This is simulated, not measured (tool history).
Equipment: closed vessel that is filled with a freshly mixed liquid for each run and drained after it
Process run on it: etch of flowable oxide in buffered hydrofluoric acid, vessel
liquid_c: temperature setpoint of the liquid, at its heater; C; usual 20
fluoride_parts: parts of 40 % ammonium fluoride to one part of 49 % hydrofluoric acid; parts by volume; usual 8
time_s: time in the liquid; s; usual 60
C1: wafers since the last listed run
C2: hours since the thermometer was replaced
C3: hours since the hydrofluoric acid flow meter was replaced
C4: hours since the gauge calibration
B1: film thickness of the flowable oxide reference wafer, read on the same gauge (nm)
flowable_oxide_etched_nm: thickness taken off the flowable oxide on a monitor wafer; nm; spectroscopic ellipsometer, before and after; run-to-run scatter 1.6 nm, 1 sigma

run 1 hour=0 | liquid_c=20 fluoride_parts=9 time_s=60 | C1=0 C2=1735.1 C3=365.4 C4=108.9 | B1=39.98 | flowable_oxide_etched_nm=171.23
run 2 hour=9.2 | liquid_c=20 fluoride_parts=8 time_s=80 | C1=1169 C2=1744.3 C3=374.6 C4=118.1 | B1=40 | flowable_oxide_etched_nm=256.55
-- hour=9.7 gauge calibrated
run 3 hour=24.8 | liquid_c=20 fluoride_parts=8 time_s=60 | C1=1983 C2=1759.9 C3=390.2 C4=15.1 | B1=39.97 | flowable_oxide_etched_nm=193.46
run 4 hour=40.9 | liquid_c=20 fluoride_parts=8 time_s=60 | C1=2047 C2=1776 C3=406.3 C4=31.2 | B1=39.99 | flowable_oxide_etched_nm=198.4
run 5 hour=57.9 | liquid_c=20 fluoride_parts=8 time_s=60 | C1=2161 C2=1793 C3=423.3 C4=48.2 | B1=40 | flowable_oxide_etched_nm=196.22
run 6 hour=69.8 | liquid_c=20 fluoride_parts=8 time_s=60 | C1=1513 C2=1804.9 C3=435.2 C4=60.1 | B1=40.03 | flowable_oxide_etched_nm=195.47
-- hour=75.3 thermometer replaced
run 7 hour=84 | liquid_c=20 fluoride_parts=8 time_s=70 | C1=1678 C2=8.7 C3=449.4 C4=74.3 | B1=39.99 | flowable_oxide_etched_nm=227.8
run 8 hour=100.7 | liquid_c=20 fluoride_parts=8 time_s=70 | C1=2123 C2=25.4 C3=466.1 C4=91 | B1=40.01 | flowable_oxide_etched_nm=226.44
run 9 hour=111.2 | liquid_c=20 fluoride_parts=10.5 time_s=60 | C1=1335 C2=35.9 C3=476.6 C4=101.5 | B1=40 | flowable_oxide_etched_nm=152.49
-- hour=123.6 gauge calibrated
run 10 hour=127.4 | liquid_c=17.5 fluoride_parts=5.5 time_s=40 | C1=2060 C2=52.1 C3=492.8 C4=3.8 | B1=40.02 | flowable_oxide_etched_nm=158.12
run 11 hour=140 | liquid_c=20 fluoride_parts=8 time_s=60 | C1=1602 C2=64.7 C3=505.4 C4=16.4 | B1=39.99 | flowable_oxide_etched_nm=193.03
run 12 hour=150.5 | liquid_c=24 fluoride_parts=10.5 time_s=40 | C1=1335 C2=75.2 C3=515.9 C4=26.9 | B1=40.03 | flowable_oxide_etched_nm=126.47
-- hour=164.5 hydrofluoric acid flow meter replaced
run 13 hour=168.8 | liquid_c=20 fluoride_parts=8 time_s=60 | C1=2200 C2=93.5 C3=4.3 C4=45.2 | B1=39.97 | flowable_oxide_etched_nm=195.22
run 14 hour=186.4 | liquid_c=20 fluoride_parts=8 time_s=60 | C1=2238 C2=111.1 C3=21.9 C4=62.8 | B1=40 | flowable_oxide_etched_nm=197.25
run 15 hour=196.1 | liquid_c=25 fluoride_parts=6 time_s=30 | C1=1233 C2=120.8 C3=31.6 C4=72.5 | B1=39.96 | flowable_oxide_etched_nm=169.57
run 16 hour=213.6 | liquid_c=23.5 fluoride_parts=7 time_s=60 | C1=2225 C2=138.3 C3=49.1 C4=90 | B1=40.01 | flowable_oxide_etched_nm=271
run 17 hour=221 | liquid_c=18 fluoride_parts=10 time_s=50 | C1=941 C2=145.7 C3=56.5 C4=97.4 | B1=40.01 | flowable_oxide_etched_nm=119.97

For each run, what was the tool's unlogged condition?
liquid colder than its thermometer reads (K): 0 across all the runs
hydrofluoric acid flow above the setpoint (%): 0 across all the runs
gauge reads high (%): 0 across all the runs
